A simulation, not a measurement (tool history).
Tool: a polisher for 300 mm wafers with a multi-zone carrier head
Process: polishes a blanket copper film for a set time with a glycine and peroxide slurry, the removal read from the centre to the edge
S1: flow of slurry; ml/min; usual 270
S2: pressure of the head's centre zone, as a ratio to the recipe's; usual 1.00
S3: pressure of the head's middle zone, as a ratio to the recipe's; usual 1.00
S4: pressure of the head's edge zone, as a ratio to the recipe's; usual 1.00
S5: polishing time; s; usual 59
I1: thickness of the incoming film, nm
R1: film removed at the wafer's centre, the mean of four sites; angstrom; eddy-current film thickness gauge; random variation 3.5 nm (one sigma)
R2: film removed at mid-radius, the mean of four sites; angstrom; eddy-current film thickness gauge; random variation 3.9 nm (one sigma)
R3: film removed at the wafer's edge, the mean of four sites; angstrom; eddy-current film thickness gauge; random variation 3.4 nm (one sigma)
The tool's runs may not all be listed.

{"run": 1, "hour": 0.0, "S1": 270, "S2": 1.0, "S3": 1.0, "S4": 1.0, "S5": 59, "I1": 2354.0, "R1": 3645, "R2": 3793, "R3": 3776}
{"run": 2, "hour": 11.3, "S1": 270, "S2": 1.0, "S3": 1.0, "S4": 1.0, "S5": 59, "I1": 2354.8, "R1": 3568, "R2": 3799, "R3": 3712}
{"run": 3, "hour": 24.2, "S1": 270, "S2": 1.0, "S3": 0.96, "S4": 1.0, "S5": 59, "I1": 2366.3, "R1": 3636, "R2": 3682, "R3": 3729}
{"run": 4, "hour": 30.8, "S1": 270, "S2": 1.0, "S3": 0.96, "S4": 1.0, "S5": 59, "I1": 2385.1, "R1": 3631, "R2": 3639, "R3": 3738}
{"run": 5, "hour": 37.2, "S1": 270, "S2": 1.0, "S3": 1.0, "S4": 0.96, "S5": 59, "I1": 2340.5, "R1": 3633, "R2": 3767, "R3": 3675}
{"run": 6, "hour": 54.9, "S1": 270, "S2": 1.0, "S3": 1.0, "S4": 0.96, "S5": 59, "I1": 2351.2, "R1": 3653, "R2": 3720, "R3": 3663}
{"hour": 67.7, "done": "worn pad replaced by a new one"}
{"run": 7, "hour": 68.2, "S1": 270, "S2": 1.0, "S3": 1.0, "S4": 1.0, "S5": 59, "I1": 2386.0, "R1": 3621, "R2": 3740, "R3": 3711}
{"hour": 70.6, "done": "centre zone pressure recalibrated"}
{"run": 8, "hour": 111.6, "S1": 270, "S2": 1.0, "S3": 1.0, "S4": 1.0, "S5": 59, "I1": 2399.8, "R1": 3684, "R2": 3730, "R3": 3725}
{"run": 9, "hour": 117.6, "S1": 270, "S2": 1.0, "S3": 1.0, "S4": 1.1, "S5": 59, "I1": 2381.0, "R1": 3661, "R2": 3696, "R3": 3903}
{"run": 10, "hour": 129.1, "S1": 270, "S2": 1.0, "S3": 1.0, "S4": 1.0, "S5": 59, "I1": 2373.3, "R1": 3639, "R2": 3726, "R3": 3695}
{"run": 11, "hour": 146.4, "S1": 270, "S2": 1.0, "S3": 1.0, "S4": 1.0, "S5": 59, "I1": 2346.8, "R1": 3565, "R2": 3750, "R3": 3766}
{"run": 12, "hour": 155.2, "S1": 270, "S2": 1.0, "S3": 1.0, "S4": 1.0, "S5": 59, "I1": 2423.9, "R1": 3633, "R2": 3677, "R3": 3721}
{"run": 13, "hour": 164.2, "S1": 270, "S2": 1.0, "S3": 1.0, "S4": 1.0, "S5": 59, "I1": 2418.0, "R1": 3641, "R2": 3795, "R3": 3745}
{"hour": 184.5, "done": "carrier head's membrane replaced by a new one"}
{"run": 14, "hour": 185.0, "S1": 340, "S2": 1.0, "S3": 1.0, "S4": 1.0, "S5": 45, "I1": 2350.7, "R1": 2908, "R2": 2982, "R3": 2872}
{"run": 15, "hour": 197.5, "S1": 365, "S2": 1.0, "S3": 0.89, "S4": 0.89, "S5": 40, "I1": 2374.2, "R1": 2557, "R2": 2433, "R3": 2452}
{"hour": 200.3, "done": "edge zone pressure recalibrated"}
{"run": 16, "hour": 215.4, "S1": 270, "S2": 0.94, "S3": 1.0, "S4": 1.0, "S5": 70, "I1": 2387.8, "R1": 3997, "R2": 4384, "R3": 4465}
{"hour": 223.7, "done": "worn pad replaced by a new one"}
{"run": 17, "hour": 230.6, "S1": 270, "S2": 1.0, "S3": 1.0, "S4": 1.08, "S5": 41, "I1": 2401.8, "R1": 2562, "R2": 2623, "R3": 2643}
{"run": 18, "hour": 241.9, "S1": 360, "S2": 1.0, "S3": 1.0, "S4": 1.0, "S5": 59, "I1": 2370.1, "R1": 3808, "R2": 3907, "R3": 3816}
{"hour": 249.6, "done": "slurry nozzle cleaned"}
{"run": 19, "hour": 259.8, "S1": 225, "S2": 0.94, "S3": 0.89, "S4": 1.0, "S5": 59, "I1": 2358.9, "R1": 3564, "R2": 3614, "R3": 3766}
{"run": 20, "hour": 309.7, "S1": 270, "S2": 1.0, "S3": 1.09, "S4": 1.0, "S5": 59, "I1": 2382.3, "R1": 3823, "R2": 4236, "R3": 3839}
{"run": 21, "hour": 325.3, "S1": 270, "S2": 0.88, "S3": 1.03, "S4": 1.0, "S5": 59, "I1": 2370.3, "R1": 3334, "R2": 4002, "R3": 3853}

Forecast each of these 5 alternatives for the next run:
{"run": "A", "hour": 325.7, "S1": 270, "S2": 1.0, "S3": 1.0, "S4": 0.92, "S5": 59, "I1": 2375.6, "R1": "?", "R2": "?", "R3": "?"}
{"run": "B", "hour": 325.7, "S1": 270, "S2": 1.1, "S3": 0.92, "S4": 1.0, "S5": 45, "I1": 2375.6, "R1": "?", "R2": "?", "R3": "?"}
{"run": "C", "hour": 325.7, "S1": 270, "S2": 1.07, "S3": 1.05, "S4": 0.92, "S5": 72, "I1": 2375.6, "R1": "?", "R2": "?", "R3": "?"}
{"run": "D", "hour": 325.7, "S1": 270, "S2": 1.0, "S3": 0.89, "S4": 1.0, "S5": 59, "I1": 2375.6, "R1": "?", "R2": "?", "R3": "?"}
{"run": "E", "hour": 325.7, "S1": 270, "S2": 1.06, "S3": 1.0, "S4": 0.96, "S5": 59, "I1": 2375.6, "R1": "?", "R2": "?", "R3": "?"}

run=A R1=3796 R2=3949 R3=3722
run=B R1=3185 R2=2843 R3=2939
run=C R1=4960 R2=4985 R3=4540
run=D R1=3793 R2=3647 R3=3855
run=E R1=4025 R2=3948 R3=3786
Without the tool's hidden state the same runs would have given:
run=A R1=3855 R2=4004 R3=3761
run=B R1=3235 R2=2883 R3=2970
run=C R1=5038 R2=5055 R3=4587
run=D R1=3853 R2=3698 R3=3896
run=E R1=4088 R2=4003 R3=3826
